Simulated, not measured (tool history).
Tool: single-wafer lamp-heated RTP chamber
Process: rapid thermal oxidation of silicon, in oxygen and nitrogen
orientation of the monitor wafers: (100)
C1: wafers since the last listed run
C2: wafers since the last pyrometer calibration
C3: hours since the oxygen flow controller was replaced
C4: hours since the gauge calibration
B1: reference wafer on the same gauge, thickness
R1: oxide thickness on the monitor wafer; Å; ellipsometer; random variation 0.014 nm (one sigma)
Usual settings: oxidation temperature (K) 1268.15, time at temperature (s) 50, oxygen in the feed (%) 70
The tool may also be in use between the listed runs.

run 1 hour=0 | oxidation_temperature_(K)=1268.15 time_at_temperature_(s)=67 oxygen_in_the_feed_(%)=70 | C1=0 C2=6179 C3=2049.3 C4=103.5 | B1=3.688 | R1=54.68
run 2 hour=17.9 | oxidation_temperature_(K)=1268.15 time_at_temperature_(s)=67 oxygen_in_the_feed_(%)=70 | C1=98 C2=6277 C3=2067.2 C4=121.4 | B1=3.691 | R1=55
run 3 hour=34.2 | oxidation_temperature_(K)=1251.15 time_at_temperature_(s)=50 oxygen_in_the_feed_(%)=70 | C1=89 C2=6367 C3=2083.5 C4=137.7 | B1=3.691 | R1=42.85
run 4 hour=44.1 | oxidation_temperature_(K)=1251.15 time_at_temperature_(s)=50 oxygen_in_the_feed_(%)=70 | C1=54 C2=6422 C3=2093.4 C4=147.6 | B1=3.688 | R1=43.1
run 5 hour=54.3 | oxidation_temperature_(K)=1268.15 time_at_temperature_(s)=67 oxygen_in_the_feed_(%)=92 | C1=56 C2=6478 C3=2103.6 C4=157.8 | B1=3.691 | R1=60.73
run 6 hour=64.3 | oxidation_temperature_(K)=1268.15 time_at_temperature_(s)=50 oxygen_in_the_feed_(%)=53 | C1=55 C2=6533 C3=2113.6 C4=167.8 | B1=3.692 | R1=44.11
run 7 hour=73.8 | oxidation_temperature_(K)=1268.15 time_at_temperature_(s)=50 oxygen_in_the_feed_(%)=53 | C1=52 C2=6586 C3=2123.1 C4=177.3 | B1=3.692 | R1=44.18
run 8 hour=80.1 | oxidation_temperature_(K)=1268.15 time_at_temperature_(s)=50 oxygen_in_the_feed_(%)=53 | C1=34 C2=6621 C3=2129.4 C4=183.6 | B1=3.691 | R1=44.17
run 9 hour=92.1 | oxidation_temperature_(K)=1268.15 time_at_temperature_(s)=50 oxygen_in_the_feed_(%)=70 | C1=66 C2=6687 C3=2141.4 C4=195.6 | B1=3.691 | R1=48.64
run 10 hour=105.4 | oxidation_temperature_(K)=1268.15 time_at_temperature_(s)=50 oxygen_in_the_feed_(%)=70 | C1=73 C2=6760 C3=2154.7 C4=208.9 | B1=3.69 | R1=48.44
run 11 hour=114.9 | oxidation_temperature_(K)=1268.15 time_at_temperature_(s)=50 oxygen_in_the_feed_(%)=70 | C1=52 C2=6813 C3=2164.2 C4=218.4 | B1=3.688 | R1=48.51
run 12 hour=122.8 | oxidation_temperature_(K)=1288.15 time_at_temperature_(s)=50 oxygen_in_the_feed_(%)=70 | C1=43 C2=6856 C3=2172.1 C4=226.3 | B1=3.688 | R1=55.89
run 13 hour=131.3 | oxidation_temperature_(K)=1288.15 time_at_temperature_(s)=50 oxygen_in_the_feed_(%)=70 | C1=46 C2=6903 C3=2180.6 C4=234.8 | B1=3.689 | R1=56.01
-- hour=135.3 gauge calibrated
run 14 hour=140.9 | oxidation_temperature_(K)=1288.15 time_at_temperature_(s)=50 oxygen_in_the_feed_(%)=70 | C1=52 C2=6956 C3=2190.2 C4=5.6 | B1=3.694 | R1=55.99
-- hour=161.5 oxygen flow controller replaced
-- hour=164.4 pyrometer window cleaned and pyrometer calibrated
run 15 hour=164.9 | oxidation_temperature_(K)=1268.15 time_at_temperature_(s)=50 oxygen_in_the_feed_(%)=70 | C1=72 C2=2 C3=3.4 C4=29.6 | B1=3.691 | R1=45.83
run 16 hour=169.2 | oxidation_temperature_(K)=1268.15 time_at_temperature_(s)=71 oxygen_in_the_feed_(%)=70 | C1=23 C2=26 C3=7.7 C4=33.9 | B1=3.691 | R1=53.39
run 17 hour=181.8 | oxidation_temperature_(K)=1286.15 time_at_temperature_(s)=50 oxygen_in_the_feed_(%)=96 | C1=69 C2=95 C3=20.3 C4=46.5 | B1=3.691 | R1=58.11
run 18 hour=190.3 | oxidation_temperature_(K)=1288.15 time_at_temperature_(s)=50 oxygen_in_the_feed_(%)=70 | C1=46 C2=142 C3=28.8 C4=55 | B1=3.688 | R1=52.64
run 19 hour=204.8 | oxidation_temperature_(K)=1282.15 time_at_temperature_(s)=60 oxygen_in_the_feed_(%)=70 | C1=80 C2=222 C3=43.3 C4=69.5 | B1=3.688 | R1=54.83
run 20 hour=215 | oxidation_temperature_(K)=1268.15 time_at_temperature_(s)=50 oxygen_in_the_feed_(%)=70 | C1=56 C2=279 C3=53.5 C4=79.7 | B1=3.692 | R1=45.95
run 21 hour=221.4 | oxidation_temperature_(K)=1252.15 time_at_temperature_(s)=73 oxygen_in_the_feed_(%)=93 | C1=35 C2=314 C3=59.9 C4=86.1 | B1=3.692 | R1=53.08
run 22 hour=228.6 | oxidation_temperature_(K)=1277.15 time_at_temperature_(s)=42 oxygen_in_the_feed_(%)=94 | C1=39 C2=354 C3=67.1 C4=93.3 | B1=3.691 | R1=50.31
run 23 hour=237.6 | oxidation_temperature_(K)=1291.15 time_at_temperature_(s)=71 oxygen_in_the_feed_(%)=70 | C1=49 C2=403 C3=76.1 C4=102.3 | B1=3.692 | R1=63.11
run 24 hour=245.7 | oxidation_temperature_(K)=1268.15 time_at_temperature_(s)=50 oxygen_in_the_feed_(%)=84 | C1=44 C2=448 C3=84.2 C4=110.4 | B1=3.694 | R1=48.79
run 25 hour=256.1 | oxidation_temperature_(K)=1268.15 time_at_temperature_(s)=50 oxygen_in_the_feed_(%)=85 | C1=57 C2=505 C3=94.6 C4=120.8 | B1=3.687 | R1=49.18
run 26 hour=273.4 | oxidation_temperature_(K)=1268.15 time_at_temperature_(s)=50 oxygen_in_the_feed_(%)=56 | C1=95 C2=601 C3=111.9 C4=138.1 | B1=3.686 | R1=42.74
run 27 hour=281.4 | oxidation_temperature_(K)=1294.15 time_at_temperature_(s)=59 oxygen_in_the_feed_(%)=55 | C1=44 C2=645 C3=119.9 C4=146.1 | B1=3.689 | R1=54.79
run 28 hour=287.8 | oxidation_temperature_(K)=1249.15 time_at_temperature_(s)=50 oxygen_in_the_feed_(%)=61 | C1=35 C2=680 C3=126.3 C4=152.5 | B1=3.696 | R1=38.67
run 29 hour=313.7 | oxidation_temperature_(K)=1249.15 time_at_temperature_(s)=69 oxygen_in_the_feed_(%)=98 | C1=142 C2=823 C3=152.2 C4=178.4 | B1=3.69 | R1=51.85

Measured less the same run without the tool's hidden state. The same run-to-run variation is in both; the gauge's scatter may not be:
The hidden state here: true wafer temperature minus pyrometer reading, K; deviation of the oxygen flow from its setpoint, %; gauge reads high (%).
run=1 R1=+3.01
run=2 R1=+3.06
run=3 R1=+2.33
run=4 R1=+2.35
run=5 R1=+3.54
run=6 R1=+2.41
run=7 R1=+2.43
run=8 R1=+2.45
run=9 R1=+2.81
run=10 R1=+2.83
run=11 R1=+2.85
run=12 R1=+3.3
run=13 R1=+3.33
run=14 R1=+3.35
run=15 R1=+0.06
run=16 R1=+0.09
run=17 R1=+0.12
run=18 R1=+0.14
run=19 R1=+0.18
run=20 R1=+0.17
run=21 R1=+0.22
run=22 R1=+0.22
run=23 R1=+0.3
run=24 R1=+0.25
run=25 R1=+0.28
run=26 R1=+0.27
run=27 R1=+0.37
run=28 R1=+0.26
run=29 R1=+0.45

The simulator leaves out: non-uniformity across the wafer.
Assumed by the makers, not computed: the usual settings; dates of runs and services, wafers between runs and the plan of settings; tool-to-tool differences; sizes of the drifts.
